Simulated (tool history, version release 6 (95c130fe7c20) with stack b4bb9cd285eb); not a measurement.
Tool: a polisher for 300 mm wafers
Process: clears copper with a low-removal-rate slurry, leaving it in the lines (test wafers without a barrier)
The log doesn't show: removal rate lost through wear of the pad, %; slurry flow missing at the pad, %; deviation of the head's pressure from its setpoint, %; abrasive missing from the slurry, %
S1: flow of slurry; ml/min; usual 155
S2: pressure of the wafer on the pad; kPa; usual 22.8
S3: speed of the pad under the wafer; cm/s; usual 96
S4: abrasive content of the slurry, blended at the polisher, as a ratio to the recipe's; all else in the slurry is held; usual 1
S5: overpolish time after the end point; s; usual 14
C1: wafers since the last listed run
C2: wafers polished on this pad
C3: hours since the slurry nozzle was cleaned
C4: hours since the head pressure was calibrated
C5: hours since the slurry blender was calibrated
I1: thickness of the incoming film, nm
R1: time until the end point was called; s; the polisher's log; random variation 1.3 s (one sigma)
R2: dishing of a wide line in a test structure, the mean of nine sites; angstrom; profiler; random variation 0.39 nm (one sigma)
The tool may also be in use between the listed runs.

run     day   S1    S2   S3    S4  S5    C1    C2     C3     C4     C5     I1     R1   R2
  1       0  155  22.8   96     1  14     0  3842  278.8   28.6  455.5  266.7   76.4  329
      1.496  -- slurry blender recalibrated
  2   1.771  155  22.8   96     1  14   413  4256  321.3   71.1    6.6  265.7   80.3  332
      2.288  -- worn pad replaced by a new one
  3   3.167  155  22.8   96     1  14   301   215  354.8  104.6   40.1  267.6   73.7  345
  4   5.092  155  22.8   96     1  14   472   687    401  150.8   86.3  261.8   77.1  342
  5   7.204  155  22.8   96   1.1  14   518  1205  451.7  201.5    137  262.1   72.6  345
  6   8.904  155  22.8   96   1.1  14   416  1622  492.5  242.3  177.8  268.6   76.5  348
  7  10.154  155  15.2   96     1  19   306  1929  522.5  272.3  207.8  263.9  107.5  328
  8  12.371  155  22.8   66     1  11   543  2472  575.7  325.5    261  263.5  110.5  196
  9  15.288  155  25.5   96   0.7  21   715  3188  645.7  395.5    331  265.5   83.8  454
 10  16.546  140  22.8   96     1   7   308  3496  675.9  425.7  361.2  263.3     80  173
 11  17.617  155  15.2  126   1.2  14   262  3759  701.6  451.4  386.9  263.4   76.3  321
     17.996  -- head pressure recalibrated
      20.35  -- slurry blender recalibrated
     21.658  -- worn pad replaced by a new one
 12  25.592  185  15.9   96  1.25   7  1874   964    893  182.3  125.8  263.9   92.5  151
     25.929  -- slurry nozzle cleaned
 13  28.217  155  17.9   96     1  14   633  1598   54.9  245.3  188.8  264.7   92.5  277
 14  30.038  155  22.8   72  0.75  14   446  2044   98.6    289  232.5    261  111.6  241
 15  31.717  155    20   96     1  14   411  2456  138.9  329.3  272.8  266.8   90.8  301
 16  32.929  155  29.6   64     1  18   297  2753    168  358.4  301.9  263.6   90.7  365
 17  34.704  180  25.5   96   0.8  17   435  3189  210.6    401  344.5  264.1   75.6  404
     35.054  -- head pressure recalibrated
 18  37.029  105  30.3   70     1  14   549  3738  266.4   47.4  400.3  266.1   95.3  295
     38.754  -- slurry blender recalibrated
 19  41.062  155  20.7   96     1  14   968  4707  363.2  144.2   55.4  264.5   84.4  295
     41.462  -- worn pad replaced by a new one
 20  42.242  155  22.8   96     1  14   248   191  391.5  172.5   83.7  264.3   75.1  352
 21    44.1  180  25.5   96  1.15  14   455   647  436.1  217.1  128.3    266   63.8  399
 22  46.783  155  17.2   80   0.8  14   658  1305  500.5  281.5  192.7  268.4  125.9  219
 23   48.35  155  22.8   96     1  14   384  1689  538.1  319.1  230.3  262.7   76.6  334
 24  50.642  155  22.8  124     1  20   562  2251  593.1  374.1  285.3  258.8   58.6  544
     51.129  -- head pressure recalibrated
 25  53.546  155  22.8   96     1  14   691  2943  662.8     58    355  261.2   75.8  327
 26  55.292  180  20.7   72   0.9  14   428  3371  704.7   99.9  396.9  262.2  117.8  233
     55.612  -- slurry blender recalibrated
     57.583  -- worn pad replaced by a new one
 27  57.604  155  22.8   96     1  14   505     4  760.2  155.4   47.8  263.3     72  354

The same runs without the tool's hidden state, with the same run-to-run variation:
run     R1   R2
  1     71  350
  2     74  356
  3   72.7  349
  4   75.5  348
  5   70.4  354
  6   73.6  360
  7  102.8  340
  8  104.7  206
  9   78.4  479
 10   74.3  185
 11   70.6  343
 12   89.7  155
 13   88.6  288
 14    106  253
 15   85.6  316
 16     85  386
 17   70.3  428
 18   87.7  317
 19   76.2  322
 20   73.5  358
 21   61.9  409
 22  120.8  227
 23   72.9  348
 24   55.2  568
 25   70.5  348
 26  108.7  250
 27   71.9  354
